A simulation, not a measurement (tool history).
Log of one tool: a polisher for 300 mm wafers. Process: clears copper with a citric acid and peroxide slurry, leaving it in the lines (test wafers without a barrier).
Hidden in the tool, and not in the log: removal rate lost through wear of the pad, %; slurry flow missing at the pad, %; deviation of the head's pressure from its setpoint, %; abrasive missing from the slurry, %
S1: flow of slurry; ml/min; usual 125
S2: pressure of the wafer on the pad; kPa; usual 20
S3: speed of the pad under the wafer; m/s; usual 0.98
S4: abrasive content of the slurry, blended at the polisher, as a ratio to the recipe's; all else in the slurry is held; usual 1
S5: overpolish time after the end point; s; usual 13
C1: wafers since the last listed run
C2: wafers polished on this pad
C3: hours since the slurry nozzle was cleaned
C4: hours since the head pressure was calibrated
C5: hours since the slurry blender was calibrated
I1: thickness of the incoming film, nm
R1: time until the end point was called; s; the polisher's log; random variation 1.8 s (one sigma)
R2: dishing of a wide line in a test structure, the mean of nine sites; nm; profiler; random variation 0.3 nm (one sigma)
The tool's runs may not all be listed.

{"run": 1, "day": 0.0, "S1": 125, "S2": 20, "S3": 0.98, "S4": 1, "S5": 13, "C1": 0, "C2": 493, "C3": 162.5, "C4": 892.4, "C5": 139.7, "I1": 296.4, "R1": 140.1, "R2": 14.2}
{"run": 2, "day": 0.554, "S1": 125, "S2": 20, "S3": 0.98, "S4": 1, "S5": 13, "C1": 103, "C2": 596, "C3": 175.8, "C4": 905.7, "C5": 153, "I1": 288, "R1": 135.2, "R2": 14.9}
{"day": 1.154, "done": "worn pad replaced by a new one"}
{"run": 3, "day": 1.175, "S1": 125, "S2": 20, "S3": 0.98, "S4": 1, "S5": 13, "C1": 84, "C2": 3, "C3": 190.7, "C4": 920.6, "C5": 167.9, "I1": 290.4, "R1": 131.7, "R2": 14.8}
{"run": 4, "day": 1.625, "S1": 125, "S2": 20, "S3": 1.12, "S4": 1, "S5": 13, "C1": 84, "C2": 87, "C3": 201.5, "C4": 931.4, "C5": 178.7, "I1": 284.8, "R1": 116.4, "R2": 16.1}
{"run": 5, "day": 2.358, "S1": 125, "S2": 20, "S3": 1.12, "S4": 1, "S5": 13, "C1": 137, "C2": 225, "C3": 219.1, "C4": 949, "C5": 196.3, "I1": 290.9, "R1": 118.3, "R2": 16.2}
{"run": 6, "day": 2.921, "S1": 150, "S2": 20, "S3": 0.98, "S4": 1, "S5": 15, "C1": 105, "C2": 330, "C3": 232.6, "C4": 962.5, "C5": 209.8, "I1": 287.3, "R1": 130.5, "R2": 16.1}
{"run": 7, "day": 3.479, "S1": 125, "S2": 20, "S3": 0.98, "S4": 1, "S5": 9, "C1": 104, "C2": 434, "C3": 246, "C4": 975.9, "C5": 223.2, "I1": 287.6, "R1": 133.4, "R2": 11.1}
{"run": 8, "day": 3.804, "S1": 125, "S2": 20, "S3": 0.98, "S4": 1, "S5": 9, "C1": 60, "C2": 495, "C3": 253.8, "C4": 983.7, "C5": 231, "I1": 285.9, "R1": 133.1, "R2": 11.3}
{"day": 4.238, "done": "slurry nozzle cleaned"}
{"day": 4.442, "done": "worn pad replaced by a new one"}
{"run": 9, "day": 4.467, "S1": 125, "S2": 20, "S3": 0.98, "S4": 1, "S5": 13, "C1": 84, "C2": 4, "C3": 5.5, "C4": 999.6, "C5": 246.9, "I1": 295.7, "R1": 142.6, "R2": 15.2}
{"day": 4.992, "done": "head pressure recalibrated"}
{"run": 10, "day": 5.154, "S1": 125, "S2": 15.2, "S3": 1.12, "S4": 1.25, "S5": 19, "C1": 112, "C2": 117, "C3": 22, "C4": 3.9, "C5": 263.4, "I1": 292.8, "R1": 147, "R2": 17.8}
{"run": 11, "day": 5.592, "S1": 125, "S2": 23.4, "S3": 0.98, "S4": 1, "S5": 13, "C1": 81, "C2": 199, "C3": 32.5, "C4": 14.4, "C5": 273.9, "I1": 288.6, "R1": 116.7, "R2": 17.1}
{"day": 6.812, "done": "slurry blender recalibrated"}
{"run": 12, "day": 6.854, "S1": 125, "S2": 13.8, "S3": 0.98, "S4": 1.2, "S5": 8, "C1": 220, "C2": 419, "C3": 62.8, "C4": 44.7, "C5": 1, "I1": 290.4, "R1": 185.6, "R2": 7.5}
{"run": 13, "day": 7.146, "S1": 125, "S2": 23.4, "S3": 0.98, "S4": 1, "S5": 17, "C1": 54, "C2": 473, "C3": 69.8, "C4": 51.7, "C5": 8, "I1": 292.7, "R1": 115.8, "R2": 19.4}
{"day": 7.392, "done": "worn pad replaced by a new one"}
{"run": 14, "day": 7.588, "S1": 160, "S2": 20, "S3": 0.98, "S4": 1, "S5": 21, "C1": 51, "C2": 36, "C3": 80.4, "C4": 62.3, "C5": 18.6, "I1": 284.2, "R1": 125.3, "R2": 20.7}
{"run": 15, "day": 7.921, "S1": 125, "S2": 20, "S3": 1.24, "S4": 1, "S5": 6, "C1": 62, "C2": 99, "C3": 88.4, "C4": 70.3, "C5": 26.6, "I1": 289.2, "R1": 107.1, "R2": 9.8}
{"run": 16, "day": 8.671, "S1": 125, "S2": 20, "S3": 0.98, "S4": 1.1, "S5": 13, "C1": 140, "C2": 239, "C3": 106.4, "C4": 88.3, "C5": 44.6, "I1": 293.5, "R1": 136.1, "R2": 15}
{"run": 17, "day": 9.396, "S1": 125, "S2": 25.5, "S3": 0.98, "S4": 1, "S5": 13, "C1": 135, "C2": 374, "C3": 123.8, "C4": 105.7, "C5": 62, "I1": 283.5, "R1": 101.6, "R2": 17.9}

4 ways to go on from here, each from the tool as it stands after run 17. What would each give?
{"run": "A", "day": 9.417, "S1": 125, "S2": 20, "S3": 0.98, "S4": 1, "S5": 13, "C1": 3, "C2": 378, "C3": 124.3, "C4": 106.2, "C5": 62.5, "I1": 290.4, "R1": "?", "R2": "?"}
{"run": "B", "day": 9.417, "S1": 125, "S2": 20, "S3": 1.3, "S4": 1.25, "S5": 9, "C1": 3, "C2": 378, "C3": 124.3, "C4": 106.2, "C5": 62.5, "I1": 290.4, "R1": "?", "R2": "?"}
{"run": "C", "day": 9.417, "S1": 105, "S2": 25.5, "S3": 1.16, "S4": 0.75, "S5": 13, "C1": 3, "C2": 378, "C3": 124.3, "C4": 106.2, "C5": 62.5, "I1": 290.4, "R1": "?", "R2": "?"}
{"run": "D", "day": 9.417, "S1": 150, "S2": 25.5, "S3": 0.98, "S4": 1, "S5": 13, "C1": 3, "C2": 378, "C3": 124.3, "C4": 106.2, "C5": 62.5, "I1": 290.4, "R1": "?", "R2": "?"}

run=A R1=135.4 R2=15.1
run=B R1=97.8 R2=14.6
run=C R1=99.7 R2=18.7
run=D R1=103.3 R2=18.2
Without the tool's hidden state the same runs would have given:
run=A R1=135.4 R2=15.1
run=B R1=97.8 R2=14.6
run=C R1=99.7 R2=18.7
run=D R1=103.3 R2=18.2

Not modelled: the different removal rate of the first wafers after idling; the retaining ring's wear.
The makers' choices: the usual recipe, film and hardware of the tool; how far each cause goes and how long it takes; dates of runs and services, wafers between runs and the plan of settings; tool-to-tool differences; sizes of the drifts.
